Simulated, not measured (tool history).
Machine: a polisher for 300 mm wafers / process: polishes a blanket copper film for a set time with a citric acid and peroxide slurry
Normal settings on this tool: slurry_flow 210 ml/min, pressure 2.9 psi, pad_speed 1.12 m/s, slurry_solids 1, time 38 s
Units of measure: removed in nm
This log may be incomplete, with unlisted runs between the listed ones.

run     day  slurry_flow  pressure  pad_speed  slurry_solids  time  wafers since the last listed run  wafers polished on this pad  hours since the slurry nozzle was cleaned  hours since the head pressure was calibrated  hours since the slurry blender was calibrated  incoming thickness of the incoming film, nm  removed
  1       0          210       2.9       1.12              1    38                                 0                         3278                                      185.9                                           341                                          116.7                                       1025.9    105.4
  2   2.179          210       2.9       1.12              1    38                               583                         3862                                      238.2                                         393.3                                            169                                       1062.2    101.8
  3   6.212          210       2.9       1.12              1    38                              1079                         4941                                        335                                         490.1                                          265.8                                       1028.5    100.3
  4   9.679          210       2.9       1.12              1    38                               928                         5870                                      418.2                                         573.3                                            349                                       1039.8     98.3
     10.542  -- worn pad replaced by a new one
       13.6  -- slurry nozzle cleaned
  5  13.833          210       2.9       1.12              1    38                              1056                          870                                        5.6                                           673                                          448.7                                       1044.9     94.5
     15.904  -- slurry blender recalibrated
  6      18          210       2.9       1.12              1    38                              1093                         1963                                      105.6                                           773                                           50.3                                       1033.2    102.3
     19.121  -- head pressure recalibrated
  7  20.946          210       2.9       1.12              1    38                               766                         2730                                      176.3                                          43.8                                            121                                       1035.8    106.5
  8  23.867          210       2.9       1.12              1    38                               782                         3512                                      246.4                                         113.9                                          191.1                                       1037.1    106.3
  9  27.821          210       2.9       1.12              1    38                              1058                         4571                                      341.3                                         208.8                                            286                                       1046.3    102.9
 10  31.867          210       2.9       1.12              1    38                              1083                         5654                                      438.4                                         305.9                                          383.1                                       1034.3     99.9
     34.058  -- worn pad replaced by a new one
     35.621  -- slurry nozzle cleaned
 11  36.221          210       2.9       1.12              1    38                              1110                          568                                       14.4                                         410.4                                          487.6                                       1044.9     99.2
 12  38.404          265       2.5       1.12            1.2    29                               584                         1152                                       66.8                                         462.8                                            540                                       1046.3     72.6
     41.379  -- slurry blender recalibrated
 13  41.438          165       2.9       1.12              1    38                               789                         1942                                      139.6                                         535.6                                            1.4                                       1030.2     98.9
 14  45.058          210       2.9       1.12              1    38                               969                         2912                                      226.5                                         622.5                                           88.3                                         1049    102.5
 15  49.292          190       2.4       1.12              1    38                              1133                         4045                                      328.1                                         724.1                                          189.9                                       1024.5     87.6
 16  52.379          210       2.6       0.94            1.2    38                               826                         4872                                      402.2                                         798.2                                            264                                       1040.4       84
 17    56.1          210       2.9       1.12              1    38                               996                         5868                                      491.5                                         887.5                                          353.3                                       1031.9     93.1
 18  57.896          210       2.9       1.12           1.25    31                               480                         6349                                      534.6                                         930.6                                          396.4                                       1045.2     79.5
     58.638  -- slurry nozzle cleaned
     60.117  -- worn pad replaced by a new one
 19  60.621          170       2.9       0.84              1    38                               673                          134                                       47.6                                           996                                          461.8                                       1055.6     69.8
     62.558  -- head pressure recalibrated
 20  63.862          210       2.9       1.12              1    38                               845                          980                                      125.4                                          31.3                                          539.6                                       1038.2     98.7
 21  67.288          210       2.9       1.12              1    38                               917                         1897                                      207.6                                         113.5                                          621.8                                       1051.1     93.1
     67.404  -- slurry blender recalibrated
 22  69.179          210       2.9       1.12              1    38                               484                         2381                                        253                                         158.9                                           42.6                                       1041.5    108.4
 23  73.333          210       3.6       0.72            0.7    38                              1112                         3494                                      352.7                                         258.6                                          142.3                                       1046.9     83.6
 24  75.179          210       3.8       0.84              1    38                               494                         3988                                        397                                         302.9                                          186.6                                       1033.4    105.1
 25  77.367          210       3.7       1.12           1.15    38                               585                         4574                                      449.5                                         355.4                                          239.1                                       1057.4      132
 26  79.254          210       2.9       0.84              1    51                               505                         5079                                      494.8                                         400.7                                          284.4                                       1045.3    114.2
     79.417  -- slurry nozzle cleaned
      81.45  -- worn pad replaced by a new one
 27  82.788          210       2.5       1.46           0.85    27                               890                          358                                       80.9                                         485.5                                          369.2                                       1047.5     78.9
 28  86.696          210       2.9       1.12           1.15    38                              1046                         1404                                      174.7                                         579.3                                            463                                         1060    103.2
     88.367  -- slurry blender recalibrated
 29  90.708          210       2.9       1.12            1.1    38                              1052                         2456                                        271                                         675.6                                           56.2                                       1021.5    106.7

Here are 5 independent what-if runs from the current tool condition. What would each one return?
  A  90.725          210       2.9       1.12            0.8    38                                 4                         2461                                      271.4                                           676                                           56.6                                       1044.3        ?
  B  90.725          175       2.9       1.12           0.85    33                                 4                         2461                                      271.4                                           676                                           56.6                                       1044.3        ?
  C  90.725          210       2.9       1.12              1    45                                 4                         2461                                      271.4                                           676                                           56.6                                       1044.3        ?
  D  90.725          155       2.9       0.84              1    38                                 4                         2461                                      271.4                                           676                                           56.6                                       1044.3        ?
  E  90.725          270       2.9       1.12              1    38                                 4                         2461                                      271.4                                           676                                           56.6                                       1044.3        ?

run  removed
  A     99.1
  B     84.9
  C    123.5
  D     80.3
  E    107.5
With no hidden state in the tool, these same runs would have given:
run  removed
  A    104.2
  B     89.2
  C    129.8
  D     84.4
  E      113
